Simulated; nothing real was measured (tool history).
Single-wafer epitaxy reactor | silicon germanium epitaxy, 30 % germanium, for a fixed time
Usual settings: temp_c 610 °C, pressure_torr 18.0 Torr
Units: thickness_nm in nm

| run | day | temp_c | pressure_torr | wafers since the last listed run | hours since the last pyrometer calibration | hours since the last manometer calibration | hours since the showerhead was replaced | hours since the gauge calibration | read-back reference wafer on the same gauge, thickness_nm | thickness_nm |
|---|---|---|---|---|---|---|---|---|---|---|
| 1 | 0.000 | 622 | 18.0 | 0 | 1355.6 | 325.9 | 5322.4 | 288.9 | 58.309 | 84.107 |
| 2 | 3.400 | 622 | 18.0 | 948 | 1437.2 | 407.5 | 5404.0 | 370.5 | 58.236 | 84.849 |
| 3 | 4.508 | 622 | 18.0 | 309 | 1463.8 | 434.1 | 5430.6 | 397.1 | 58.334 | 84.695 |
| 4 | 5.362 | 610 | 18.0 | 238 | 1484.3 | 454.6 | 5451.1 | 417.6 | 58.289 | 66.545 |
| 5 | 6.762 | 610 | 18.0 | 390 | 1517.9 | 488.2 | 5484.7 | 451.2 | 58.300 | 66.556 |
| 6 | 7.921 | 610 | 18.0 | 323 | 1545.7 | 516.0 | 5512.5 | 479.0 | 58.243 | 66.489 |
| 7 | 9.217 | 610 | 18.0 | 361 | 1576.8 | 547.1 | 5543.6 | 510.1 | 58.307 | 66.685 |
| 8 | 9.771 | 610 | 18.0 | 154 | 1590.1 | 560.4 | 5556.9 | 523.4 | 58.280 | 66.729 |
| 9 | 10.750 | 610 | 18.0 | 273 | 1613.6 | 583.9 | 5580.4 | 546.9 | 58.267 | 66.999 |
|  | 11.262 | pyrometer calibrated |
| 10 | 11.425 | 610 | 18.0 | 95 | 3.9 | 600.1 | 5596.6 | 563.1 | 58.298 | 61.355 |
| 11 | 12.000 | 610 | 18.0 | 160 | 17.7 | 613.9 | 5610.4 | 576.9 | 58.284 | 61.978 |
| 12 | 13.004 | 610 | 18.0 | 280 | 41.8 | 638.0 | 5634.5 | 601.0 | 58.267 | 62.034 |
| 13 | 13.825 | 600 | 17.1 | 229 | 61.5 | 657.7 | 5654.2 | 620.7 | 58.391 | 49.474 |
| 14 | 14.479 | 600 | 17.1 | 182 | 77.2 | 673.4 | 5669.9 | 636.4 | 58.327 | 49.547 |
| 15 | 15.196 | 610 | 18.0 | 200 | 94.4 | 690.6 | 5687.1 | 653.6 | 58.231 | 62.236 |
| 16 | 16.250 | 610 | 18.0 | 294 | 119.7 | 715.9 | 5712.4 | 678.9 | 58.295 | 62.336 |
| 17 | 16.950 | 610 | 18.0 | 195 | 136.5 | 732.7 | 5729.2 | 695.7 | 58.401 | 62.932 |
| 18 | 17.754 | 599 | 18.0 | 224 | 155.8 | 752.0 | 5748.5 | 715.0 | 58.257 | 49.819 |
| 19 | 19.246 | 610 | 18.0 | 416 | 191.6 | 787.8 | 5784.3 | 750.8 | 58.272 | 62.895 |
| 20 | 20.025 | 603 | 21.3 | 217 | 210.3 | 806.5 | 5803.0 | 769.5 | 58.356 | 58.555 |
| 21 | 21.462 | 610 | 18.0 | 401 | 244.8 | 841.0 | 5837.5 | 804.0 | 58.373 | 63.651 |
| 22 | 22.142 | 596 | 18.0 | 189 | 261.1 | 857.3 | 5853.8 | 820.3 | 58.290 | 47.458 |
|  | 23.458 | showerhead replaced |
| 23 | 23.479 | 604 | 20.6 | 280 | 293.2 | 889.4 | 0.5 | 852.4 | 58.273 | 59.173 |
| 24 | 24.300 | 620 | 19.6 | 229 | 312.9 | 909.1 | 20.2 | 872.1 | 58.285 | 80.307 |
|  | 24.854 | gauge calibrated |
| 25 | 25.779 | 610 | 18.0 | 412 | 348.4 | 944.6 | 55.7 | 22.2 | 58.292 | 63.796 |
| 26 | 26.933 | 622 | 18.0 | 322 | 376.1 | 972.3 | 83.4 | 49.9 | 58.308 | 81.268 |
| 27 | 27.654 | 595 | 15.3 | 201 | 393.4 | 989.6 | 100.7 | 67.2 | 58.326 | 44.295 |
|  | 28.750 | capacitance manometer re-zeroed and calibrated |
| 28 | 29.017 | 606 | 14.1 | 287 | 426.1 | 6.4 | 133.4 | 99.9 | 58.315 | 54.993 |
| 29 | 29.633 | 603 | 20.0 | 172 | 440.9 | 21.2 | 148.2 | 114.7 | 58.246 | 59.032 |
| 30 | 30.212 | 619 | 16.8 | 161 | 454.8 | 35.1 | 162.1 | 128.6 | 58.330 | 76.589 |
| 31 | 30.904 | 625 | 16.7 | 193 | 471.4 | 51.7 | 178.7 | 145.2 | 58.292 | 85.725 |
| 32 | 34.112 | 596 | 13.8 | 895 | 548.4 | 128.7 | 255.7 | 222.2 | 58.333 | 44.469 |
| 33 | 35.404 | 621 | 22.1 | 360 | 579.4 | 159.7 | 286.7 | 253.2 | 58.264 | 88.084 |
| 34 | 36.321 | 621 | 20.4 | 255 | 601.4 | 181.7 | 308.7 | 275.2 | 58.288 | 85.884 |

Measured less the same run without the tool's hidden state. The same run-to-run variation is in both; the gauge's scatter may not be:
The hidden state here: wafer temperature above the value expected at the setpoint (K); true pressure above the setpoint (%); gauge reads high (%).
| run | thickness_nm |
|---|---|
| 1 | +5.016 |
| 2 | +5.057 |
| 3 | +5.049 |
| 4 | +4.112 |
| 5 | +4.116 |
| 6 | +4.116 |
| 7 | +4.133 |
| 8 | +4.137 |
| 9 | +4.159 |
| 10 | -1.109 |
| 11 | -0.997 |
| 12 | -0.789 |
| 13 | -0.493 |
| 14 | -0.389 |
| 15 | -0.364 |
| 16 | -0.171 |
| 17 | -0.048 |
| 18 | +0.095 |
| 19 | +0.337 |
| 20 | +0.452 |
| 21 | +0.685 |
| 22 | +0.632 |
| 23 | +0.931 |
| 24 | +1.300 |
| 25 | +1.274 |
| 26 | +1.711 |
| 27 | +1.109 |
| 28 | +2.342 |
| 29 | +2.560 |
| 30 | +3.221 |
| 31 | +3.590 |
| 32 | +2.114 |
| 33 | +3.990 |
| 34 | +3.941 |
